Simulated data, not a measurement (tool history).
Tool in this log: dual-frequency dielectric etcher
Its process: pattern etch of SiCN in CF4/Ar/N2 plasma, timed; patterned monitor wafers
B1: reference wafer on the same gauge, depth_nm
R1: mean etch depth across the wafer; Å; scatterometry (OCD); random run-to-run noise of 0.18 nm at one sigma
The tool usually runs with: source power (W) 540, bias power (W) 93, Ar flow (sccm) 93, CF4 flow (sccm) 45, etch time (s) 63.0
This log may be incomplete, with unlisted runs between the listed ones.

run 1 hour=0.0 | source_power_(W)=540 bias_power_(W)=93 Ar_flow_(sccm)=93 CF4_flow_(sccm)=45 etch_time_(s)=63.0 | B1=74.5 | R1=664
-- hour=59.2 wet clean of the chamber
run 2 hour=104.0 | source_power_(W)=430 bias_power_(W)=93 Ar_flow_(sccm)=93 CF4_flow_(sccm)=45 etch_time_(s)=63.0 | B1=74.5 | R1=566
run 3 hour=199.5 | source_power_(W)=430 bias_power_(W)=93 Ar_flow_(sccm)=93 CF4_flow_(sccm)=45 etch_time_(s)=63.0 | B1=74.4 | R1=571
run 4 hour=284.0 | source_power_(W)=430 bias_power_(W)=93 Ar_flow_(sccm)=93 CF4_flow_(sccm)=45 etch_time_(s)=63.0 | B1=74.5 | R1=573
run 5 hour=326.3 | source_power_(W)=540 bias_power_(W)=93 Ar_flow_(sccm)=93 CF4_flow_(sccm)=45 etch_time_(s)=63.0 | B1=74.5 | R1=659
-- hour=423.2 wet clean of the chamber
run 6 hour=423.7 | source_power_(W)=540 bias_power_(W)=93 Ar_flow_(sccm)=93 CF4_flow_(sccm)=45 etch_time_(s)=63.0 | B1=74.5 | R1=651
-- hour=454.4 CF4 flow controller replaced
run 7 hour=516.1 | source_power_(W)=540 bias_power_(W)=93 Ar_flow_(sccm)=93 CF4_flow_(sccm)=45 etch_time_(s)=63.0 | B1=74.6 | R1=652
-- hour=542.7 upper electrode replaced
run 8 hour=615.8 | source_power_(W)=540 bias_power_(W)=93 Ar_flow_(sccm)=93 CF4_flow_(sccm)=45 etch_time_(s)=63.0 | B1=74.5 | R1=657
-- hour=636.0 bias power generator calibrated
-- hour=638.4 Ar flow controller replaced
run 9 hour=696.4 | source_power_(W)=540 bias_power_(W)=93 Ar_flow_(sccm)=93 CF4_flow_(sccm)=45 etch_time_(s)=63.0 | B1=74.5 | R1=656
run 10 hour=740.4 | source_power_(W)=540 bias_power_(W)=93 Ar_flow_(sccm)=93 CF4_flow_(sccm)=45 etch_time_(s)=63.0 | B1=74.6 | R1=665
run 11 hour=779.8 | source_power_(W)=540 bias_power_(W)=93 Ar_flow_(sccm)=93 CF4_flow_(sccm)=45 etch_time_(s)=63.0 | B1=74.4 | R1=663
run 12 hour=820.7 | source_power_(W)=470 bias_power_(W)=93 Ar_flow_(sccm)=93 CF4_flow_(sccm)=45 etch_time_(s)=73.0 | B1=74.5 | R1=712
-- hour=848.1 wet clean of the chamber
-- hour=879.0 source power generator calibrated
run 13 hour=883.8 | source_power_(W)=540 bias_power_(W)=93 Ar_flow_(sccm)=93 CF4_flow_(sccm)=48 etch_time_(s)=63.0 | B1=74.5 | R1=646
run 14 hour=979.0 | source_power_(W)=540 bias_power_(W)=104 Ar_flow_(sccm)=93 CF4_flow_(sccm)=45 etch_time_(s)=63.0 | B1=74.5 | R1=672
run 15 hour=1027.8 | source_power_(W)=430 bias_power_(W)=93 Ar_flow_(sccm)=93 CF4_flow_(sccm)=45 etch_time_(s)=63.0 | B1=74.6 | R1=567
-- hour=1084.4 gauge calibrated
run 16 hour=1187.1 | source_power_(W)=600 bias_power_(W)=93 Ar_flow_(sccm)=93 CF4_flow_(sccm)=45 etch_time_(s)=46.0 | B1=74.5 | R1=517
-- hour=1215.2 wet clean of the chamber
run 17 hour=1251.9 | source_power_(W)=580 bias_power_(W)=80 Ar_flow_(sccm)=113 CF4_flow_(sccm)=45 etch_time_(s)=44.5 | B1=74.5 | R1=442
run 18 hour=1355.9 | source_power_(W)=540 bias_power_(W)=93 Ar_flow_(sccm)=93 CF4_flow_(sccm)=45 etch_time_(s)=63.0 | B1=74.4 | R1=656
run 19 hour=1399.7 | source_power_(W)=640 bias_power_(W)=93 Ar_flow_(sccm)=93 CF4_flow_(sccm)=45 etch_time_(s)=76.5 | B1=74.5 | R1=891
run 20 hour=1462.0 | source_power_(W)=610 bias_power_(W)=110 Ar_flow_(sccm)=102 CF4_flow_(sccm)=45 etch_time_(s)=80.5 | B1=74.5 | R1=956

Predict each of these 4 candidate next runs independently; none follows another, all start after run 20:
run A hour=1462.4 | source_power_(W)=540 bias_power_(W)=93 Ar_flow_(sccm)=93 CF4_flow_(sccm)=37 etch_time_(s)=63.0 | B1=? | R1=?
run B hour=1462.4 | source_power_(W)=540 bias_power_(W)=99 Ar_flow_(sccm)=93 CF4_flow_(sccm)=49 etch_time_(s)=63.0 | B1=? | R1=?
run C hour=1462.4 | source_power_(W)=540 bias_power_(W)=93 Ar_flow_(sccm)=93 CF4_flow_(sccm)=45 etch_time_(s)=72.0 | B1=? | R1=?
run D hour=1462.4 | source_power_(W)=500 bias_power_(W)=93 Ar_flow_(sccm)=74 CF4_flow_(sccm)=41 etch_time_(s)=68.5 | B1=? | R1=?

run=A B1=74.5 R1=643
run=B B1=74.5 R1=683
run=C B1=74.5 R1=755
run=D B1=74.5 R1=698
Take away the tool's hidden state, keep each run's random variation, and the runs would have read:
run=A R1=620
run=B R1=660
run=C R1=729
run=D R1=674

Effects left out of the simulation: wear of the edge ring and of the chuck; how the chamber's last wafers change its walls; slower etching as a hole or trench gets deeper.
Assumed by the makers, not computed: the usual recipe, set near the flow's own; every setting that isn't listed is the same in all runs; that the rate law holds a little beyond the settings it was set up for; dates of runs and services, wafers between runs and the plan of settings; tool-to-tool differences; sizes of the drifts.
